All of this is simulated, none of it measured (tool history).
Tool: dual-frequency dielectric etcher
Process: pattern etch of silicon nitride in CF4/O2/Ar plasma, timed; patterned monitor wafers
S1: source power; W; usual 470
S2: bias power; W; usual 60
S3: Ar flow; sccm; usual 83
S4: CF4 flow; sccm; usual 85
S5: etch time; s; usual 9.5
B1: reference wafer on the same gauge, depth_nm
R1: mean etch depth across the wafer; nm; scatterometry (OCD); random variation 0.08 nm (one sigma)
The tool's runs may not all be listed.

run,hour,S1,S2,S3,S4,S5,B1,R1
1,0,470,60,83,85,9.5,20.19,16.85
2,29.3,440,60,69,68,9.5,20.21,15.57
# hour 57.2: wet clean of the chamber
3,64.4,430,68,77,100,9.5,20.19,16.85
4,122.1,470,60,89,80,9.5,20.18,17.03
# hour 188: upper electrode replaced
5,190.5,470,60,83,85,9.5,20.2,17.12
6,234,420,60,83,94,9.5,20.19,15.42
7,267.3,470,60,83,85,11,20.22,19.96
# hour 281.7: bias power generator calibrated
8,337.1,470,60,83,85,9.5,20.2,16.94
# hour 364.2: source power generator calibrated
9,369.3,580,60,83,85,9.5,20.21,21.03
10,420.6,470,73,83,85,9.5,20.2,17.91
# hour 444.8: wet clean of the chamber
11,469.1,470,60,83,85,9.5,20.18,17.67
12,523.6,470,65,83,85,9.5,20.2,17.84
13,565.5,380,60,83,85,8,20.2,11.58
14,606.9,470,60,89,80,9.5,20.21,17.01
15,646.4,470,60,103,95,11,20.18,19.53
16,696.5,470,60,67,85,9.5,20.23,17.44
17,758.2,470,48,83,85,9.5,20.22,15.74
# hour 818.4: wet clean of the chamber
18,818.9,470,60,83,85,9.5,20.22,17.27
19,835.6,470,70,102,72,8,20.21,14.9
20,870.7,530,50,65,85,9.5,20.22,18.72

Forecast each of these 5 alternatives for the next run:
A,871.1,470,60,83,85,9.5,?,?
B,871.1,470,45,64,73,8,?,?
C,871.1,470,60,83,95,9.5,?,?
D,871.1,470,60,83,75,8.5,?,?
E,871.1,390,56,94,74,9.5,?,?

run,B1,R1
A,20.2,17.33
B,20.2,13.51
C,20.2,17.5
D,20.2,15.35
E,20.2,13.53
Without the tool's hidden state the same runs would have given:
run,R1
A,17.58
B,13.7
C,17.75
D,15.57
E,13.73

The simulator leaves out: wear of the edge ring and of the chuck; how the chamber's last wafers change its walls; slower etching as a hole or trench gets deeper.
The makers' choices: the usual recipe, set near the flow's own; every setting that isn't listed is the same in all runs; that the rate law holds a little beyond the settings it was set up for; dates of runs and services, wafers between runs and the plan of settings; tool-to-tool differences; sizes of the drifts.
